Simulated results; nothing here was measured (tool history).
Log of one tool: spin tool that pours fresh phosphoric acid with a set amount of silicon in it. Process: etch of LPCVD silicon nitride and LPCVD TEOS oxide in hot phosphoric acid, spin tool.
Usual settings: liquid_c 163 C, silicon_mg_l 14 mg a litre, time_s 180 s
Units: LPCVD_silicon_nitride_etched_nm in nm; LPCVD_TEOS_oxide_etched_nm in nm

run     day  liquid_c  silicon_mg_l  time_s  read-back film thickness of the LPCVD silicon nitride reference wafer, read on the same gauge (nm)  read-back film thickness of the LPCVD TEOS oxide reference wafer, read on the same gauge (nm)  LPCVD_silicon_nitride_etched_nm  LPCVD_TEOS_oxide_etched_nm
  1       0       163            14     180                                                                                               89.97                                                                                        149.989                             19.6                       0.819
  2   1.154       163            14     180                                                                                               90.01                                                                                         150.02                            19.69                       0.796
  3     1.9       163             7     180                                                                                               89.99                                                                                        149.991                            19.85                       0.961
  4   2.862       163             7     180                                                                                               89.99                                                                                         150.01                            19.57                       0.951
  5   4.096       163             7     180                                                                                               89.98                                                                                        149.974                            19.55                       0.974
  6   4.758       163            14     135                                                                                               89.96                                                                                        150.041                            14.82                       0.621
  7   5.688       162            14     180                                                                                                  90                                                                                        150.005                             19.1                       0.818
  8   6.333     161.5            19     180                                                                                               89.96                                                                                        150.007                            19.07                       0.643
  9  10.379       163            14     180                                                                                               89.99                                                                                        149.995                            20.07                       0.877
 10  11.838     164.5            14     180                                                                                               90.04                                                                                        150.037                            20.91                       0.906
     12.525  -- dissolved silicon flow meter replaced
 11  12.904       163             4     180                                                                                               90.03                                                                                            150                            20.11                        1.03
 12  14.379     161.5           3.5     280                                                                                               90.01                                                                                        149.953                            29.88                       1.515
 13  15.083       162             5      90                                                                                               89.99                                                                                         150.02                             9.68                       0.463
     16.104  -- thermometer replaced
 14    17.2       163            14      80                                                                                               89.97                                                                                        149.999                             8.11                       0.317
     17.521  -- heated supply line repaired
 15  18.246     161.5          23.5     100                                                                                               90.02                                                                                        149.981                             9.77                       0.248
     18.812  -- gauge calibrated
 16  22.362       163            14     180                                                                                               90.02                                                                                        149.996                             18.6                       0.718
 17  23.275       164            14     220                                                                                               89.97                                                                                        149.975                             23.5                       0.967
 18  24.654       165            14      80                                                                                               90.04                                                                                        149.987                              8.8                       0.373
 19  25.567     164.5            14     180                                                                                               90.02                                                                                        150.013                            19.64                       0.828
 20  26.158     161.5            20      85                                                                                               90.01                                                                                        149.965                             8.31                       0.258
 21  27.279       163            14     180                                                                                               90.02                                                                                        150.021                             18.5                       0.749
 22  28.604       163            14     180                                                                                               90.02                                                                                        150.007                            18.59                       0.724
 23  29.754     164.5            14     280                                                                                               89.98                                                                                        150.002                            30.29                       1.262

3 ways to go on from here, each from the tool as it stands after run 23. What would each give?
  A  29.775       163          10.5     180                                                                                                   ?                                                                                              ?                                ?                           ?
  B  29.775       163            18     280                                                                                                   ?                                                                                              ?                                ?                           ?
  C  29.775       164           9.5     255                                                                                                   ?                                                                                              ?                                ?                           ?

run  read-back film thickness of the LPCVD silicon nitride reference wafer, read on the same gauge (nm)  read-back film thickness of the LPCVD TEOS oxide reference wafer, read on the same gauge (nm)  LPCVD_silicon_nitride_etched_nm  LPCVD_TEOS_oxide_etched_nm
  A                                                                                               89.99                                                                                        150.022                            18.85                       0.801
  B                                                                                               89.99                                                                                        150.022                            29.33                       1.036
  C                                                                                               89.99                                                                                        150.022                             27.6                       1.248
Without the tool's hidden state the same runs would have given:
run  LPCVD_silicon_nitride_etched_nm  LPCVD_TEOS_oxide_etched_nm
  A                            18.45                       0.764
  B                             28.7                       0.988
  C                            27.02                        1.19

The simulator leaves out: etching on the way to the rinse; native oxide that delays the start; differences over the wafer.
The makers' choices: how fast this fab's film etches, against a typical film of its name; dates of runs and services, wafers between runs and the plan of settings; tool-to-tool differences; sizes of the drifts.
